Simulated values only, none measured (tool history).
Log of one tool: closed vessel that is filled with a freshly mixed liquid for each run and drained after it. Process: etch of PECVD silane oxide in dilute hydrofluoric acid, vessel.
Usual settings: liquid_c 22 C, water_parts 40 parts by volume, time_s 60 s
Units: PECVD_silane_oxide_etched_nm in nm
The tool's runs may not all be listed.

run,hour,liquid_c,water_parts,time_s,"read-back film thickness of the PECVD silane oxide reference wafer, read on the same gauge (nm)",PECVD_silane_oxide_etched_nm
1,0,22,40,60,90,56.4
2,13.7,22,40,60,89.97,56.82
3,36.2,22,40,60,89.99,57.02
4,83.1,22,40,60,89.98,56.46
5,106.2,22,40,60,90,56.38
6,132,22,40,60,89.99,56.61
7,148,22,40,60,89.97,57.13
8,173.8,22,40,60,90.01,56.69
# hour 193.6: thermometer replaced
9,194.4,22,40,50,90.02,50.28
10,223.2,22,40,85,89.99,86.16
11,258.9,22,30,75,89.99,101.91
12,287.5,22,30,75,90,102.33
13,299.5,22,30,75,90,102.55
14,322.3,19,40,60,89.97,53.12
15,340.8,22,40,85,90.01,85.41
16,365.3,19.5,45,85,90.03,68.17
17,377.9,19,25,70,90,100.47
18,408,27,20,85,90,215.86
# hour 413.7: hydrofluoric acid flow meter replaced
19,424.6,24.5,40,30,90.02,30.36
20,450.5,26,60,60,89.99,42.51
21,468.1,24,40,35,90,34.99
22,511.9,19.5,50,90,89.97,58.45
23,539.9,26.5,30,30,90,45.21
24,561.3,22,35,60,90.01,63.42
25,581.2,25,55,35,89.98,25.96
# hour 583.6: gauge calibrated
26,597.6,24.5,40,75,89.98,77.36
27,615.6,19,25,70,90.01,92.88
28,691.8,26,40,60,89.98,65.28
29,722.9,22,40,60,89.98,55.96
30,741.6,20.5,40,40,89.99,34.5
31,833.2,22,35,35,89.99,37.46
32,860.9,22,40,60,89.98,56.15

Forecast each of these 5 alternatives for the next run:
A,861.6,22,40,60,?,?
B,861.6,20.5,40,30,?,?
C,861.6,26,25,85,?,?
D,861.6,18.5,55,80,?,?
E,861.6,18,30,80,?,?

run,"read-back film thickness of the PECVD silane oxide reference wafer, read on the same gauge (nm)",PECVD_silane_oxide_etched_nm
A,90.01,55
B,90.01,25.8
C,90.01,150.3
D,90.01,45.14
E,90.01,83.23
Without the tool's hidden state the same runs would have given:
run,PECVD_silane_oxide_etched_nm
A,53.89
B,25.29
C,147.3
D,44.23
E,81.66

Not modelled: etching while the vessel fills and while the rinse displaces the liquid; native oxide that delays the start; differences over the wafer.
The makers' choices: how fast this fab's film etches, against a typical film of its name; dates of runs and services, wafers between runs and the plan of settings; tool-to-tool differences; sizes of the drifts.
